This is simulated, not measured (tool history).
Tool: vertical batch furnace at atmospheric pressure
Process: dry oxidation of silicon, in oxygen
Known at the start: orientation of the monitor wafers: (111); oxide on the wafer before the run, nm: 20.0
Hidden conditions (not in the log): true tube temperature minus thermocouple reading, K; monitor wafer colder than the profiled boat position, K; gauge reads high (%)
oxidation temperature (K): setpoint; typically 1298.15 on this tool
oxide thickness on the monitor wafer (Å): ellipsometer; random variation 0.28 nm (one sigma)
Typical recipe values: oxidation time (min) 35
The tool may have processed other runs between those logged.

run    hour  oxidation temperature (K)  oxidation time (min)  wafers since the last listed run  hours since the last temperature calibration  hours since the boat lift was adjusted  hours since the gauge calibration  read-back reference wafer on the same gauge, thickness  oxide thickness on the monitor wafer (Å)
  1       0                    1298.15                    35                                 0                                        1659.6                                   378.9                             1126.1                                                   53.65                                     620.6
  2   105.5                    1298.15                    35                              1344                                        1765.1                                   484.4                             1231.6                                                   53.67                                     619.7
  3   156.1                    1305.15                    35                               645                                        1815.7                                     535                             1282.2                                                   53.67                                     645.9
  4   194.6                    1305.15                    35                               490                                        1854.2                                   573.5                             1320.7                                                   53.71                                     646.7
  5   240.8                    1298.15                    35                               588                                        1900.4                                   619.7                             1366.9                                                   53.69                                     624.1
  6   319.2                    1298.15                    35                               999                                        1978.8                                   698.1                             1445.3                                                   53.69                                     620.7
  7   390.9                    1298.15                    35                               913                                        2050.5                                   769.8                               1517                                                   53.74                                     621.1
  8   430.1                    1298.15                    35                               499                                        2089.7                                     809                             1556.2                                                   53.71                                     618.6
  9   503.1                    1298.15                    35                               930                                        2162.7                                     882                             1629.2                                                   53.75                                     620.5
 10   553.5                    1298.15                    35                               642                                        2213.1                                   932.4                             1679.6                                                   53.74                                     620.8
 11   608.7                    1298.15                    35                               703                                        2268.3                                   987.6                             1734.8                                                   53.83                                     616.4
 12   707.5                    1298.15                    35                              1259                                        2367.1                                  1086.4                             1833.6                                                    53.7                                     610.8
 13   768.8                    1298.15                    35                               781                                        2428.4                                  1147.7                             1894.9                                                    53.7                                     619.5
 14   952.7                    1298.15                    35                              2344                                        2612.3                                  1331.6                             2078.8                                                   53.66                                     617.7
     1010.7  -- gauge calibrated
 15  1125.1                    1298.15                    35                              2197                                        2784.7                                    1504                              114.4                                                   53.78                                     611.2
 16  1163.5                    1298.15                    35                               489                                        2823.1                                  1542.4                              152.8                                                   53.69                                     610.7
 17  1218.1                    1320.15                  27.5                               696                                        2877.7                                    1597                              207.4                                                   53.69                                     600.3
     1255.9  -- thermocouples replaced and temperature profile calibrated
 18  1283.6                    1298.15                    35                               529                                          27.7                                  1662.5                              272.9                                                   53.69                                     608.4
 19  1328.3                    1323.15                  50.5                               569                                          72.4                                  1707.2                              317.6                                                   53.71                                     856.6
     1357.4  -- boat lift adjusted
 20  1371.1                    1298.15                  29.5                               239                                         115.2                                    13.7                              360.4                                                   53.59                                     569.8
 21  1412.6                    1321.15                  44.5                               529                                         156.7                                    55.2                              401.9                                                   53.74                                     805.8
 22  1518.7                    1282.15                    50                              1352                                         262.8                                   161.3                                508                                                   53.69                                     683.4
 23  1781.6                    1286.15                  23.5                              3351                                         525.7                                   424.2                              770.9                                                   53.69                                     470.7
 24  1839.6                    1287.15                  21.5                               739                                         583.7                                   482.2                              828.9                                                   53.74                                     457.5
 25  1937.9                    1320.15                    47                              1253                                           682                                   580.5                              927.2                                                   53.63                                     818.7
 26  2176.6                    1313.15                    25                              3042                                         920.7                                   819.2                             1165.9                                                    53.7                                     563.2
 27  2490.5                    1279.15                    22                              4001                                        1234.6                                  1133.1                             1479.8                                                   53.77                                     437.7
 28  2590.7                    1309.15                    29                              1277                                        1334.8                                  1233.3                               1580                                                   53.73                                     591.7
 29  2688.8                    1298.15                    35                              1250                                        1432.9                                  1331.4                             1678.1                                                   53.66                                     612.6
 30  2796.1                    1310.15                  47.5                              1367                                        1540.2                                  1438.7                             1785.4                                                   53.69                                     774.5

Each run again, without the hidden state but with its own random variation kept:
run  oxide thickness on the monitor wafer (Å)
  1                                     621.9
  2                                     621.3
  3                                     647.8
  4                                     648.7
  5                                     626.4
  6                                     623.4
  7                                     624.3
  8                                     622.1
  9                                     624.5
 10                                     625.2
 11                                     621.3
 12                                     616.5
 13                                     625.8
 14                                     626.1
 15                                     621.6
 16                                     621.7
 17                                     610.6
 18                                     621.1
 19                                     874.3
 20                                     569.9
 21                                       806
 22                                     683.7
 23                                     471.4
 24                                     458.3
 25                                     820.7
 26                                     565.7
 27                                     441.8
 28                                     597.7
 29                                     620.4
 30                                     785.6

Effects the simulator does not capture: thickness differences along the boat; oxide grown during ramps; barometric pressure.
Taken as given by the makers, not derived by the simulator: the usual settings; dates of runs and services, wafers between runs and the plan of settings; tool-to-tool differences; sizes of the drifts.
